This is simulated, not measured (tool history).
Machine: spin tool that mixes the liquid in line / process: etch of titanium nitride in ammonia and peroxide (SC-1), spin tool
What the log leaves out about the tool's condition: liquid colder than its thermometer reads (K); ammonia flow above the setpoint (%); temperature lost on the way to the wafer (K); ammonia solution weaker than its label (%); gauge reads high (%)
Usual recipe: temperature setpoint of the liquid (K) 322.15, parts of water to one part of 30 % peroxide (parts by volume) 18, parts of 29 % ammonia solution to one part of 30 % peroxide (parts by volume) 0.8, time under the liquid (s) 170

run    hour  temperature setpoint of the liquid (K)  parts of water to one part of 30 % peroxide (parts by volume)  parts of 29 % ammonia solution to one part of 30 % peroxide (parts by volume)  time under the liquid (s)  wafers since the last listed run  hours since the thermometer was replaced  hours since the ammonia flow meter was replaced  hours since the heated supply line was repaired  hours since the drum of ammonia solution was connected  hours since the gauge calibration  read-back film thickness of the titanium nitride reference wafer, read on the same gauge (nm)  thickness taken off the titanium nitride on a monitor wafer (Å)
  1       0                                  322.15                                                             22                                                                            0.8                        170                                 0                                     198.6                                             1022                                             3537                                                   328.5                               1067                                                                                          69.98                                                             87.3
  2    37.7                                  322.15                                                             22                                                                            0.8                        170                               364                                     236.3                                           1059.7                                           3574.7                                                   366.2                             1104.7                                                                                          69.99                                                             87.9
  3    69.6                                  322.15                                                             15                                                                            0.8                        170                               308                                     268.2                                           1091.6                                           3606.6                                                   398.1                             1136.6                                                                                             70                                                            108.1
  4   109.1                                  331.65                                                             13                                                                           0.65                        205                               382                                     307.7                                           1131.1                                           3646.1                                                   437.6                             1176.1                                                                                             70                                                            260.5
  5   171.6                                  322.15                                                             18                                                                           0.65                        170                               604                                     370.2                                           1193.6                                           3708.6                                                   500.1                             1238.6                                                                                             70                                                             94.1
      269.6  -- new drum of ammonia solution connected
  6   302.7                                  322.15                                                             18                                                                            0.8                        170                              1258                                     501.3                                           1324.7                                           3839.7                                                    33.1                             1369.7                                                                                          70.01                                                             97.7
  7   350.6                                  331.65                                                             13                                                                           0.65                        205                               463                                     549.2                                           1372.6                                           3887.6                                                      81                             1417.6                                                                                          69.99                                                            258.5
        401  -- heated supply line repaired
  8   401.8                                  322.15                                                           13.5                                                                            0.6                        110                               485                                     600.4                                           1423.8                                              0.8                                                   132.2                             1468.8                                                                                          69.99                                                             62.6
  9   428.9                                  322.15                                                             18                                                                            0.8                        135                               262                                     627.5                                           1450.9                                             27.9                                                   159.3                             1495.9                                                                                             70                                                             69.2
      471.7  -- gauge calibrated
 10   491.4                                  319.15                                                             11                                                                            0.6                        130                               604                                       690                                           1513.4                                             90.4                                                   221.8                               19.7                                                                                          70.01                                                               67
 11   525.9                                  322.15                                                             18                                                                           0.95                        170                               333                                     724.5                                           1547.9                                            124.9                                                   256.3                               54.2                                                                                          70.01                                                             89.3
      536.1  -- ammonia flow meter replaced
 12   567.9                                  322.15                                                             18                                                                            0.8                        170                               396                                     766.5                                             31.8                                            166.9                                                   298.3                               96.2                                                                                             70                                                             87.1
 13   622.1                                  322.15                                                           11.5                                                                            0.4                        215                               524                                     820.7                                               86                                            221.1                                                   352.5                              150.4                                                                                          69.99                                                            122.5
      657.9  -- thermometer replaced
 14   721.7                                  322.15                                                             18                                                                            0.8                        170                               954                                      63.8                                            185.6                                            320.7                                                   452.1                                250                                                                                          69.99                                                             85.1
      775.3  -- new drum of ammonia solution connected
      791.8  -- heated supply line repaired, repeated, since the last time left the tool worse
 15     866                                  326.65                                                             21                                                                            0.8                        170                              1376                                     208.1                                            329.9                                             74.2                                                    90.7                              394.3                                                                                          70.04                                                            142.2
 16     920                                  322.15                                                             18                                                                            0.6                        170                               522                                     262.1                                            383.9                                            128.2                                                   144.7                              448.3                                                                                             70                                                            106.1
 17   964.6                                  312.65                                                             25                                                                           0.95                         80                               431                                     306.7                                            428.5                                            172.8                                                   189.3                              492.9                                                                                          69.97                                                             22.7
 18  1005.3                                  315.65                                                             18                                                                            0.8                        235                               393                                     347.4                                            469.2                                            213.5                                                     230                              533.6                                                                                          69.99                                                             98.4
 19  1070.5                                  319.15                                                             18                                                                            0.8                        170                               630                                     412.6                                            534.4                                            278.7                                                   295.2                              598.8                                                                                          69.98                                                             90.7
 20  1115.5                                  322.15                                                             18                                                                            0.9                        170                               435                                     457.6                                            579.4                                            323.7                                                   340.2                              643.8                                                                                          70.02                                                            115.1
 21  1175.7                                  322.15                                                             22                                                                            0.8                        170                               582                                     517.8                                            639.6                                            383.9                                                   400.4                                704                                                                                          70.01                                                            100.4
 22  1208.2                                  318.65                                                             18                                                                            0.8                        170                               314                                     550.3                                            672.1                                            416.4                                                   432.9                              736.5                                                                                             70                                                             86.9
     1248.6  -- new drum of ammonia solution connected
 23  1269.8                                  312.65                                                             25                                                                           0.95                         80                               586                                     611.9                                            733.7                                              478                                                    21.2                              798.1                                                                                             70                                                             22.7
 24  1314.4                                  322.15                                                             24                                                                           0.65                        215                               431                                     656.5                                            778.3                                            522.6                                                    65.8                              842.7                                                                                          69.99                                                            114.3

Pick out some run-to-run changes in thickness taken off the titanium nitride on a monitor wafer (Å). Of each, how much would a tool without hidden state show as well, from the settings, what came in and chance, and how much is left for the hidden state and any gauge scatter not in both results compared?
Run 4 -> 5: temperature setpoint of the liquid (K) 331.65 -> 322.15, parts of water to one part of 30 % peroxide (parts by volume) 13 -> 18, time under the liquid (s) 205 -> 170. thickness taken off the titanium nitride on a monitor wafer (Å) -166.4: hidden state +24.2, all else -190.6.
Run 6 -> 7: temperature setpoint of the liquid (K) 322.15 -> 331.65, parts of water to one part of 30 % peroxide (parts by volume) 18 -> 13, parts of 29 % ammonia solution to one part of 30 % peroxide (parts by volume) 0.8 -> 0.65, time under the liquid (s) 170 -> 205. thickness taken off the titanium nitride on a monitor wafer (Å) +160.8: hidden state -25.1, all else +185.9.
Run 7 -> 8: temperature setpoint of the liquid (K) 331.65 -> 322.15, parts of water to one part of 30 % peroxide (parts by volume) 13 -> 13.5, parts of 29 % ammonia solution to one part of 30 % peroxide (parts by volume) 0.65 -> 0.6, time under the liquid (s) 205 -> 110, heated supply line repaired. thickness taken off the titanium nitride on a monitor wafer (Å) -195.9: hidden state +22.8, all else -218.7.
Run 14 -> 15: temperature setpoint of the liquid (K) 322.15 -> 326.65, parts of water to one part of 30 % peroxide (parts by volume) 18 -> 21, new drum of ammonia solution connected, heated supply line repaired, repeated, since the last time left the tool worse. thickness taken off the titanium nitride on a monitor wafer (Å) +57.1: hidden state +26.3, all else +30.8.
